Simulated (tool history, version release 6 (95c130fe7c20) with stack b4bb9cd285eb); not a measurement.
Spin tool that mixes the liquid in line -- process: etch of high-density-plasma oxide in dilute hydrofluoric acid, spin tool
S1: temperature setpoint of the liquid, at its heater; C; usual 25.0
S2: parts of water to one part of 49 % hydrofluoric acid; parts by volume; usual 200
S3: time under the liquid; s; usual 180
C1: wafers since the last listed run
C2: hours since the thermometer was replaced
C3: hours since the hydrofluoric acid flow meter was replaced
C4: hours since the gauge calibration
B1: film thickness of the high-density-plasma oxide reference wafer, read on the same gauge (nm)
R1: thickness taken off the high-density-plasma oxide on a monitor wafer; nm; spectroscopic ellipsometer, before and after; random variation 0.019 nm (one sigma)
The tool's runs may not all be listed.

run	hour	S1	S2	S3	C1	C2	C3	C4	B1	R1
1	0.0	25.0	200	180	0	2540.8	1690.6	229.4	80.00	5.31
2	56.0	25.0	200	180	454	2596.8	1746.6	285.4	79.98	5.35
3	104.6	25.0	200	180	394	2645.4	1795.2	334.0	79.99	5.38
4	147.0	25.0	200	180	344	2687.8	1837.6	376.4	79.99	5.37
5	179.2	25.0	255	180	261	2720.0	1869.8	408.6	79.97	4.01
6	241.0	25.0	255	180	502	2781.8	1931.6	470.4	79.94	4.00
7	271.8	25.0	255	180	250	2812.6	1962.4	501.2	79.97	4.00
# hour 281.4: thermometer replaced
# hour 291.2: gauge calibrated
# hour 318.7: hydrofluoric acid flow meter replaced
8	319.2	25.0	200	180	368	37.8	0.5	28.0	79.98	4.58
9	380.7	25.0	255	180	499	99.3	62.0	89.5	80.03	3.38
10	451.3	25.0	200	140	573	169.9	132.6	160.1	79.99	3.61
11	503.4	22.5	155	145	423	222.0	184.7	212.2	79.99	4.62
12	561.3	25.0	200	180	470	279.9	242.6	270.1	79.99	4.68
13	708.0	22.5	155	145	1191	426.6	389.3	416.8	80.01	4.67
# hour 750.1: gauge calibrated
14	752.1	23.0	175	150	358	470.7	433.4	2.0	80.00	4.32
15	818.0	20.0	230	220	535	536.6	499.3	67.9	79.96	4.09
16	862.9	28.5	200	240	364	581.5	544.2	112.8	80.02	7.27

What if the next run were any one of these 4? Each begins from the tool's condition after run 16:
A	863.4	25.0	200	180	4	582.0	544.7	113.3	?	?
B	863.4	25.0	295	90	4	582.0	544.7	113.3	?	?
C	863.4	22.0	280	120	4	582.0	544.7	113.3	?	?
D	863.4	26.5	290	180	4	582.0	544.7	113.3	?	?

run	B1	R1
A	80.02	4.75
B	80.02	1.46
C	80.02	1.87
D	80.02	3.14
With the hidden condition removed and each run's random variation left untouched, the same runs would have given:
run	R1
A	4.52
B	1.39
C	1.78
D	2.99
